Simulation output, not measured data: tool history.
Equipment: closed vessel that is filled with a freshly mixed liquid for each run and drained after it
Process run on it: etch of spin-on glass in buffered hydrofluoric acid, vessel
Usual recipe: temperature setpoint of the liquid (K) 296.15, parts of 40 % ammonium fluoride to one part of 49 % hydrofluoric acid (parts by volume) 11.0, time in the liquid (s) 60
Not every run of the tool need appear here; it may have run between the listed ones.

run   hour  temperature setpoint of the liquid (K)  parts of 40 % ammonium fluoride to one part of 49 % hydrofluoric acid (parts by volume)  time in the liquid (s)  read-back film thickness of the spin-on glass reference wafer, read on the same gauge (nm)  thickness taken off the spin-on glass on a monitor wafer (Å)
  1    0.0                                  296.15                                                                                     14.5                      60                                                                                      140.02                                                        1756.9
  2   29.9                                  296.15                                                                                     11.0                      60                                                                                      139.99                                                        2326.5
  3   43.5                                  296.15                                                                                     11.0                      60                                                                                      140.01                                                        2328.7
  4   58.3                                  293.65                                                                                     11.0                      60                                                                                      140.00                                                        2006.0
      65.0  -- gauge calibrated
  5   97.2                                  293.65                                                                                     11.0                      60                                                                                      139.99                                                        2023.0
  6  109.5                                  293.65                                                                                     11.0                      60                                                                                      140.01                                                        2035.5
  7  115.9                                  296.15                                                                                     11.0                      60                                                                                      140.01                                                        2293.6
  8  125.1                                  296.15                                                                                     11.0                      60                                                                                      139.98                                                        2320.6
  9  133.7                                  296.15                                                                                     11.0                      60                                                                                      140.01                                                        2299.4
 10  184.7                                  295.15                                                                                     11.0                      85                                                                                      140.00                                                        3124.9
     185.8  -- hydrofluoric acid flow meter replaced
     194.3  -- thermometer replaced
 11  200.3                                  295.15                                                                                     11.0                      85                                                                                      139.99                                                        2642.1
 12  210.6                                  296.15                                                                                     15.0                      60                                                                                      139.98                                                        1462.3
 13  228.0                                  296.15                                                                                      7.0                      60                                                                                      139.99                                                        3069.3
 14  268.3                                  301.15                                                                                     15.5                      60                                                                                      139.98                                                        1888.0
     273.1  -- gauge calibrated
 15  285.2                                  296.15                                                                                     11.0                      60                                                                                      139.99                                                        2010.0
 16  295.3                                  294.65                                                                                      7.5                      75                                                                                      140.01                                                        3249.6
 17  309.6                                  291.65                                                                                     11.0                      45                                                                                      139.97                                                        1152.0
 18  320.9                                  296.15                                                                                     11.0                      60                                                                                      139.99                                                        1989.9
 19  336.8                                  296.15                                                                                      8.0                      60                                                                                      139.99                                                        2665.7
 20  349.3                                  294.65                                                                                     13.0                      60                                                                                      139.98                                                        1580.8
 21  358.8                                  296.15                                                                                     11.0                      60                                                                                      140.01                                                        2035.2
 22  376.6                                  296.15                                                                                      7.5                      70                                                                                      140.02                                                        3387.6

5 ways to go on from here, each from the tool as it stands after run 22. What would each give?
  A  377.3                                  296.15                                                                                     11.0                      60                                                                                           ?                                                             ?
  B  377.3                                  296.15                                                                                     14.0                      90                                                                                           ?                                                             ?
  C  377.3                                  296.15                                                                                     11.0                      80                                                                                           ?                                                             ?
  D  377.3                                  296.15                                                                                      8.5                      60                                                                                           ?                                                             ?
  E  377.3                                  299.65                                                                                     11.0                      45                                                                                           ?                                                             ?

run  read-back film thickness of the spin-on glass reference wafer, read on the same gauge (nm)  thickness taken off the spin-on glass on a monitor wafer (Å)
  A                                                                                      140.00                                                        2030.1
  B                                                                                      140.00                                                        2405.2
  C                                                                                      140.00                                                        2706.8
  D                                                                                      140.00                                                        2532.6
  E                                                                                      140.00                                                        1840.1
Had the tool no hidden state, the same runs would have come out as:
run  thickness taken off the spin-on glass on a monitor wafer (Å)
  A                                                        1982.8
  B                                                        2349.1
  C                                                        2643.8
  D                                                        2473.6
  E                                                        1798.2

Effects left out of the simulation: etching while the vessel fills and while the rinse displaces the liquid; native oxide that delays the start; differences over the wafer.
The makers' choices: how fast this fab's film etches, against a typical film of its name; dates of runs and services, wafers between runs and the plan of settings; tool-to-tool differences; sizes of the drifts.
